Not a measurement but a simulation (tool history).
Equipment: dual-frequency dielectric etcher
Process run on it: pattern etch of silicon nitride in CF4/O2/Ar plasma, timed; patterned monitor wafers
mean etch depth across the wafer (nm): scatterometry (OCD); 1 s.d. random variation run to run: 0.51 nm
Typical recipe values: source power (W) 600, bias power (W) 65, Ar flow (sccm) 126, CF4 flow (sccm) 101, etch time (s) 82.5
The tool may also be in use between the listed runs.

run    hour  source power (W)  bias power (W)  Ar flow (sccm)  CF4 flow (sccm)  etch time (s)  wafers since the last listed run  hours since the last wet clean  hours since the last source power generator calibration  hours since the last bias power generator calibration  hours since the last Ar flow controller change  hours since the last CF4 flow controller change  hours since the last upper electrode change  hours since the gauge calibration  read-back reference wafer on the same gauge, depth_nm  mean etch depth across the wafer (nm)
  1     0.0               600              65             110              101           82.5                                 0                           260.7                                                   1030.3                                                 2417.3                                          3186.0                                            440.7                                       1914.4                              745.9                                                  218.8                                  209.3
  2   125.4               600              60             126              101           87.5                               924                           386.1                                                   1155.7                                                 2542.7                                          3311.4                                            566.1                                       2039.8                              871.3                                                  218.9                                  214.2
      153.2  -- wet clean of the chamber
      210.7  -- gauge calibrated
  3   386.6               600              65             108              101           82.5                              1749                           233.4                                                   1416.9                                                 2803.9                                          3572.6                                            827.3                                       2301.0                              175.9                                                  219.1                                  208.8
  4   492.5               600              65             108              101           82.5                               781                           339.3                                                   1522.8                                                 2909.8                                          3678.5                                            933.2                                       2406.9                              281.8                                                  219.1                                  209.1
      567.1  -- wet clean of the chamber
  5   567.6               560              65             141              101           82.5                               376                             0.5                                                   1597.9                                                 2984.9                                          3753.6                                           1008.3                                       2482.0                              356.9                                                  219.0                                  189.0
  6   652.7               560              65             141              101           82.5                               627                            85.6                                                   1683.0                                                 3070.0                                          3838.7                                           1093.4                                       2567.1                              442.0                                                  219.0                                  189.6
  7   690.7               560              65             141              101           82.5                               280                           123.6                                                   1721.0                                                 3108.0                                          3876.7                                           1131.4                                       2605.1                              480.0                                                  218.8                                  189.7
  8   773.8               600              65             126              101           71.5                               612                           206.7                                                   1804.1                                                 3191.1                                          3959.8                                           1214.5                                       2688.2                              563.1                                                  218.8                                  178.4
  9   843.9               600              65             126              101           71.5                               517                           276.8                                                   1874.2                                                 3261.2                                          4029.9                                           1284.6                                       2758.3                              633.2                                                  219.1                                  179.0
 10   893.9               600              65             126              101           82.5                               368                           326.8                                                   1924.2                                                 3311.2                                          4079.9                                           1334.6                                       2808.3                              683.2                                                  219.0                                  207.3
      923.0  -- source power generator calibrated
 11   983.7               600              65             137              101           96.0                               632                           416.6                                                     60.7                                                 3401.0                                          4169.7                                           1424.4                                       2898.1                              773.0                                                  218.9                                  241.8
     1028.9  -- upper electrode replaced
     1061.1  -- wet clean of the chamber
 12  1061.6               560              65             141              101           82.5                               220                             0.5                                                    138.6                                                 3478.9                                          4247.6                                           1502.3                                         32.7                              850.9                                                  218.8                                  188.4
 13  1113.7               600              71             126              101           82.5                               384                            52.6                                                    190.7                                                 3531.0                                          4299.7                                           1554.4                                         84.8                              903.0                                                  219.1                                  209.0
     1117.8  -- gauge calibrated
     1169.1  -- CF4 flow controller replaced
 14  1211.6               600              80             126              118           82.5                               677                           150.5                                                    288.6                                                 3628.9                                          4397.6                                             42.5                                        182.7                               93.8                                                  218.9                                  224.4
     1311.4  -- Ar flow controller replaced
 15  1311.9               600              75             112              101           82.5                               695                           250.8                                                    388.9                                                 3729.2                                             0.5                                            142.8                                        283.0                              194.1                                                  219.0                                  219.4
     1342.6  -- bias power generator calibrated
 16  1364.6               500              69             111              101           92.5                               359                           303.5                                                    441.6                                                   22.0                                            53.2                                            195.5                                        335.7                              246.8                                                  219.0                                  200.2
 17  1434.2               470              65             126              101           61.5                               513                           373.1                                                    511.2                                                   91.6                                           122.8                                            265.1                                        405.3                              316.4                                                  219.3                                  122.7
     1560.4  -- wet clean of the chamber
 18  1683.4               600              65             126               82           76.0                              1661                           123.0                                                    760.4                                                  340.8                                           372.0                                            514.3                                        654.5                              565.6                                                  219.0                                  184.0
 19  1734.0               600              65             126              101           82.5                               373                           173.6                                                    811.0                                                  391.4                                           422.6                                            564.9                                        705.1                              616.2                                                  219.3                                  204.9

Forecast each of these 5 alternatives for the next run:
  A  1734.4               600              65             141              101           82.5                                 2                           174.0                                                    811.4                                                  391.8                                           423.0                                            565.3                                        705.5                              616.6                                                      ?                                      ?
  B  1734.4               600              56             126              101           82.5                                 2                           174.0                                                    811.4                                                  391.8                                           423.0                                            565.3                                        705.5                              616.6                                                      ?                                      ?
  C  1734.4               560              65             116              101           82.5                                 2                           174.0                                                    811.4                                                  391.8                                           423.0                                            565.3                                        705.5                              616.6                                                      ?                                      ?
  D  1734.4               600              65             126              114           82.5                                 2                           174.0                                                    811.4                                                  391.8                                           423.0                                            565.3                                        705.5                              616.6                                                      ?                                      ?
  E  1734.4               540              65             126              101           82.5                                 2                           174.0                                                    811.4                                                  391.8                                           423.0                                            565.3                                        705.5                              616.6                                                      ?                                      ?

run  read-back reference wafer on the same gauge, depth_nm  mean etch depth across the wafer (nm)
  A                                                  218.6                                  203.3
  B                                                  218.6                                  195.6
  C                                                  218.6                                  193.4
  D                                                  218.6                                  208.5
  E                                                  218.6                                  185.4
Had the tool no hidden state, the same runs would have come out as:
run  mean etch depth across the wafer (nm)
  A                                  201.2
  B                                  193.5
  C                                  191.4
  D                                  206.3
  E                                  183.5

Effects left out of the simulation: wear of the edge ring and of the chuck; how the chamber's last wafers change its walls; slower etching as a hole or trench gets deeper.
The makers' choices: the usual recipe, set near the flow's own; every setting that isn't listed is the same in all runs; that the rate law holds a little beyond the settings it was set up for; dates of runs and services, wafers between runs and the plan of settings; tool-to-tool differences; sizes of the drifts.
